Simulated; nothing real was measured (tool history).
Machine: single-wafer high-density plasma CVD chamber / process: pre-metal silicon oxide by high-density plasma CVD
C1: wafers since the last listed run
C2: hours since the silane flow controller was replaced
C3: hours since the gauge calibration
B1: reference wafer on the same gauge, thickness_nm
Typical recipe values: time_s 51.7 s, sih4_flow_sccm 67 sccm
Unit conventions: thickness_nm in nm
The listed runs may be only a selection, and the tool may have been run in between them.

{"run": 1, "hour": 0.0, "time_s": 54.5, "sih4_flow_sccm": 67, "C1": 0, "C2": 4515.9, "C3": 127.5, "B1": 367.593, "thickness_nm": 381.59}
{"run": 2, "hour": 14.6, "time_s": 51.7, "sih4_flow_sccm": 67, "C1": 202, "C2": 4530.5, "C3": 142.1, "B1": 367.833, "thickness_nm": 362.247}
{"run": 3, "hour": 44.9, "time_s": 58.9, "sih4_flow_sccm": 58, "C1": 419, "C2": 4560.8, "C3": 172.4, "B1": 367.843, "thickness_nm": 371.737}
{"run": 4, "hour": 78.0, "time_s": 51.7, "sih4_flow_sccm": 67, "C1": 457, "C2": 4593.9, "C3": 205.5, "B1": 368.276, "thickness_nm": 361.354}
{"run": 5, "hour": 106.0, "time_s": 51.7, "sih4_flow_sccm": 67, "C1": 387, "C2": 4621.9, "C3": 233.5, "B1": 368.528, "thickness_nm": 361.889}
{"run": 6, "hour": 119.2, "time_s": 51.7, "sih4_flow_sccm": 67, "C1": 182, "C2": 4635.1, "C3": 246.7, "B1": 368.561, "thickness_nm": 362.531}
{"run": 7, "hour": 134.7, "time_s": 51.7, "sih4_flow_sccm": 67, "C1": 214, "C2": 4650.6, "C3": 262.2, "B1": 368.678, "thickness_nm": 362.377}
{"run": 8, "hour": 162.9, "time_s": 51.7, "sih4_flow_sccm": 67, "C1": 390, "C2": 4678.8, "C3": 290.4, "B1": 368.801, "thickness_nm": 362.679}
{"run": 9, "hour": 176.0, "time_s": 51.7, "sih4_flow_sccm": 61, "C1": 181, "C2": 4691.9, "C3": 303.5, "B1": 369.009, "thickness_nm": 339.11}
{"run": 10, "hour": 195.8, "time_s": 51.7, "sih4_flow_sccm": 61, "C1": 273, "C2": 4711.7, "C3": 323.3, "B1": 368.796, "thickness_nm": 339.902}
{"run": 11, "hour": 227.5, "time_s": 57.7, "sih4_flow_sccm": 61, "C1": 438, "C2": 4743.4, "C3": 355, "B1": 369.124, "thickness_nm": 378.946}
{"run": 12, "hour": 247.8, "time_s": 56.3, "sih4_flow_sccm": 54, "C1": 280, "C2": 4763.7, "C3": 375.3, "B1": 369.212, "thickness_nm": 339.097}
{"hour": 283.4, "done": "silane flow controller replaced"}
{"run": 13, "hour": 283.9, "time_s": 58.9, "sih4_flow_sccm": 75, "C1": 388, "C2": 0.5, "C3": 411.4, "B1": 369.44, "thickness_nm": 450.113}
{"run": 14, "hour": 299.1, "time_s": 51.7, "sih4_flow_sccm": 67, "C1": 210, "C2": 15.7, "C3": 426.6, "B1": 369.603, "thickness_nm": 364.933}
{"run": 15, "hour": 314.6, "time_s": 49.1, "sih4_flow_sccm": 55, "C1": 214, "C2": 31.2, "C3": 442.1, "B1": 369.882, "thickness_nm": 299.818}
{"run": 16, "hour": 360.4, "time_s": 57.7, "sih4_flow_sccm": 67, "C1": 633, "C2": 77, "C3": 487.9, "B1": 370.197, "thickness_nm": 406.806}
{"run": 17, "hour": 392.6, "time_s": 51.7, "sih4_flow_sccm": 67, "C1": 445, "C2": 109.2, "C3": 520.1, "B1": 370.167, "thickness_nm": 364.222}
{"hour": 403.3, "done": "gauge calibrated"}
{"run": 18, "hour": 427.4, "time_s": 55.7, "sih4_flow_sccm": 59, "C1": 481, "C2": 144, "C3": 24.1, "B1": 365.711, "thickness_nm": 352.523}
{"run": 19, "hour": 472.9, "time_s": 54.5, "sih4_flow_sccm": 67, "C1": 629, "C2": 189.5, "C3": 69.6, "B1": 366.182, "thickness_nm": 380.378}
{"run": 20, "hour": 503.4, "time_s": 51.7, "sih4_flow_sccm": 72, "C1": 422, "C2": 220, "C3": 100.1, "B1": 366.166, "thickness_nm": 379.949}
{"run": 21, "hour": 522.3, "time_s": 57.6, "sih4_flow_sccm": 71, "C1": 261, "C2": 238.9, "C3": 119, "B1": 366.298, "thickness_nm": 418.48}

Forecast each of these 4 alternatives for the next run:
{"run": "A", "hour": 522.7, "time_s": 51.7, "sih4_flow_sccm": 67, "C1": 5, "C2": 239.3, "C3": 119.4, "B1": "?", "thickness_nm": "?"}
{"run": "B", "hour": 522.7, "time_s": 51.7, "sih4_flow_sccm": 71, "C1": 5, "C2": 239.3, "C3": 119.4, "B1": "?", "thickness_nm": "?"}
{"run": "C", "hour": 522.7, "time_s": 48.4, "sih4_flow_sccm": 72, "C1": 5, "C2": 239.3, "C3": 119.4, "B1": "?", "thickness_nm": "?"}
{"run": "D", "hour": 522.7, "time_s": 57.2, "sih4_flow_sccm": 77, "C1": 5, "C2": 239.3, "C3": 119.4, "B1": "?", "thickness_nm": "?"}

run=A B1=366.322 thickness_nm=360.774
run=B B1=366.322 thickness_nm=376.569
run=C B1=366.322 thickness_nm=356.229
run=D B1=366.322 thickness_nm=442.843
With the hidden condition removed and each run's random variation left untouched, the same runs would have given:
run=A thickness_nm=360.405
run=B thickness_nm=376.184
run=C thickness_nm=355.865
run=D thickness_nm=442.39
